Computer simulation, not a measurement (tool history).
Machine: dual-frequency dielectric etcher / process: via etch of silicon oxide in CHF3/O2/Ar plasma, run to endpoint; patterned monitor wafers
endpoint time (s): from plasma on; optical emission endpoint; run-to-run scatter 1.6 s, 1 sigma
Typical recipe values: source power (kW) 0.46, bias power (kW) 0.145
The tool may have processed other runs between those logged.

run	hour	source power (kW)	bias power (kW)	wafers since the last listed run	hours since the last wet clean	hours since the last source power generator calibration	hours since the last bias power generator calibration	hours since the last upper electrode change	incoming incoming film thickness, nm	endpoint time (s)
1	0	0.46	0.145	0	411.9	1579.7	1052.7	3317.9	817.1	505
2	20.5	0.46	0.145	94	432.4	1600.2	1073.2	3338.4	829.3	510.7
3	39.9	0.53	0.163	89	451.8	1619.6	1092.6	3357.8	827.9	454.4
4	68.2	0.53	0.163	130	480.1	1647.9	1120.9	3386.1	821.3	450.4
5	91.3	0.53	0.163	106	503.2	1671	1144	3409.2	821.4	449.3
# hour 116.8: wet clean of the chamber
# hour 122.2: upper electrode replaced
6	122.7	0.46	0.145	9	5.9	1702.4	1175.4	0.5	829.8	519.6
7	143.9	0.46	0.155	97	27.1	1723.6	1196.6	21.7	826.1	509.6
8	168.2	0.46	0.155	112	51.4	1747.9	1220.9	46	822.9	501.9

Run 9, settings as shown, results not yet in. Your forecast:
9	202	0.41	0.166	155	85.2	1781.7	1254.7	79.8	828.1	?

For run 9 the tool returned endpoint time (s) 539.2.
On a tool with no hidden condition, and with the same random variation, this run would have come out at endpoint time (s) 540.5.

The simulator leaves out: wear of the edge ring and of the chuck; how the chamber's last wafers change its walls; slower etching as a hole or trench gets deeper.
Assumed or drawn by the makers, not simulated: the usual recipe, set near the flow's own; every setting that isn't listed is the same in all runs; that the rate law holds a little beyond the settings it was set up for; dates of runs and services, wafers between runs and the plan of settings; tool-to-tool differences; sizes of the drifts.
